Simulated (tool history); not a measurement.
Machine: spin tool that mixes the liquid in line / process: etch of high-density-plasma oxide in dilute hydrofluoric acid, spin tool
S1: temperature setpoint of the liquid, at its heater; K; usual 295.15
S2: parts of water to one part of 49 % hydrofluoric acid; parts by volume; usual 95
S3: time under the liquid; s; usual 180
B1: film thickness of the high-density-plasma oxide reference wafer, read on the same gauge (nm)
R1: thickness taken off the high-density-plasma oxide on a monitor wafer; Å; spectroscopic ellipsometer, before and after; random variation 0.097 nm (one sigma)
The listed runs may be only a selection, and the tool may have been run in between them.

Run 1, day 0: usual settings but S1 298.65 K; B1 149.95. Result: R1 265.1 Å.
Run 2, day 0.367: usual settings; B1 149.95. Result: R1 233.1 Å.
Run 3, day 0.962: usual settings; B1 150.04. Result: R1 234.4 Å.
Run 4, day 1.504: usual settings; B1 150.03. Result: R1 235.1 Å.
Run 5, day 1.942: usual settings but S3 95 s; B1 149.98. Result: R1 123.9 Å.
Run 6, day 2.35: usual settings; B1 150.06. Result: R1 235 Å.
Run 7, day 2.929: usual settings but S3 215 s; B1 149.98. Result: R1 284.4 Å.
At day 3.062: gauge calibrated.
Run 8, day 3.371: usual settings but S1 296.65 K; B1 150.02. Result: R1 250.1 Å.
Run 9, day 3.633: usual settings but S1 296.65 K; B1 150.02. Result: R1 250.8 Å.
Run 10, day 4.362: usual settings but S1 296.65 K; B1 150.01. Result: R1 252.3 Å.
Run 11, day 4.738: usual settings but S3 245 s; B1 150.02. Result: R1 324.5 Å.
Run 12, day 5.238: usual settings but S3 250 s; B1 149.96. Result: R1 331.6 Å.
Run 13, day 6.871: usual settings; B1 150.01. Result: R1 240.1 Å.
Run 14, day 8.883: usual settings but S2 55 parts by volume, S3 280 s; B1 149.99. Result: R1 688.4 Å.
Run 15, day 9.4: usual settings but S1 293.15 K, S2 55 parts by volume, S3 135 s; B1 150.01. Result: R1 306.2 Å.
At day 9.567: gauge calibrated.
At day 9.892: hydrofluoric acid flow meter replaced.
Run 16, day 9.938: usual settings but S2 130 parts by volume, S3 150 s; B1 149.99. Result: R1 127.1 Å.
At day 10.004: thermometer replaced.
Run 17, day 10.433: usual settings; B1 149.95. Result: R1 196.5 Å.
Run 18, day 11.058: usual settings but S2 140 parts by volume, S3 145 s; B1 149.96. Result: R1 103.1 Å.

What will run 19 give?
Run 19, day 11.533: usual settings but S1 297.65 K, S2 55 parts by volume, S3 125 s; B1 ?. Result: R1 ?.

{"run 19": {"B1": 149.98, "R1": 278.8}}
The same run, on a tool lacking any hidden state, would have yielded R1 270.5 Å.

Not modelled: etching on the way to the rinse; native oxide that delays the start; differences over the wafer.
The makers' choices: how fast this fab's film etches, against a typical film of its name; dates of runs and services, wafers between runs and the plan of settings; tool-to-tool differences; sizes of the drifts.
